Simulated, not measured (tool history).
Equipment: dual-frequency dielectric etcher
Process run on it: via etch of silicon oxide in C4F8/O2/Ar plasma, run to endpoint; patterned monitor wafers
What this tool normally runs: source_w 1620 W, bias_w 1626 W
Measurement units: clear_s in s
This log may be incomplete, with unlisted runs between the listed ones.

run   hour  source_w  bias_w  incoming incoming film thickness, nm  clear_s
  1      0      1620    1626                                1553.9    350.3
  2   16.6      1620    1791                                1545.2    333.8
      52.2  -- wet clean of the chamber
  3   52.7      1620    1791                                1560.4    346.6
  4   53.1      1880    1860                                1533.8    307.6
  5   62.4      1880    1860                                1574.4    310.7
  6   74.5      1620    1708                                1554.3    346.1
  7   85.2      1620    1708                                1554.1    348.9
  8   94.7      1620    1801                                1548.4    343.1
  9    103      1620    1801                                1557.6    343.2
 10  120.7      1390    1396                                1552.7    410.7
 11  133.1      1390    1396                                1534.3    402.3
 12  146.3      1620    1626                                1555.2    354.2
     178.1  -- bias power generator calibrated
     189.9  -- source power generator calibrated
 13  196.7      1490    1626                                1552.8    373.7
 14  211.8      1980    1355                                1546.4    323.5
 15  224.7      1330    1626                                  1558    405.2
 16  231.2      1770    1365                                1534.3    343.5
 17  245.7      1620    1791                                1558.8    343.9
 18  258.3      1620    1626                                1545.8    351.7
 19  265.9      1620    1801                                1544.1    335.6
       300  -- upper electrode replaced
 20  300.5      1620    1626                                  1552      348
 21  300.9      1910    1626                                1532.8    315.6
 22  302.9      2010    1626                                1549.7    309.8
 23  317.4      1500    1404                                1557.9    387.6
 24  333.5      1770    1365                                1548.7    347.5
 25  341.2      1910    1474                                1556.3      324
 26  348.4      1500    1383                                1556.3    385.3
 27  364.8      1500    1383                                  1528    382.4
 28  394.7      1740    1776                                1548.9    325.8
 29  440.4      1330    1447                                1557.7    420.6
 30  454.9      1440    1280                                1565.9    415.5
 31  469.9      1340    2010                                1559.3      375
 32  480.6      1390    1834                                1540.3    374.7
 33  497.3      1620    1791                                1540.3    340.7
 34  510.1      1840    1857                                  1561    319.2
 35  523.3      1420    1972                                1538.7    357.1

4 ways to go on from here, each from the tool as it stands after run 35. What would each give?
  A  523.8      1620    1496                                1553.5        ?
  B  523.8      2010    1447                                1553.5        ?
  C  523.8      1240    1983                                1553.5        ?
  D  523.8      1450    1739                                1553.5        ?

run  clear_s
  A    356.2
  B    314.7
  C    397.3
  D    368.1
The same runs, with their run-to-run variation unchanged, on a tool lacking any hidden condition would have given:
run  clear_s
  A    356.2
  B    314.7
  C    397.3
  D    368.1
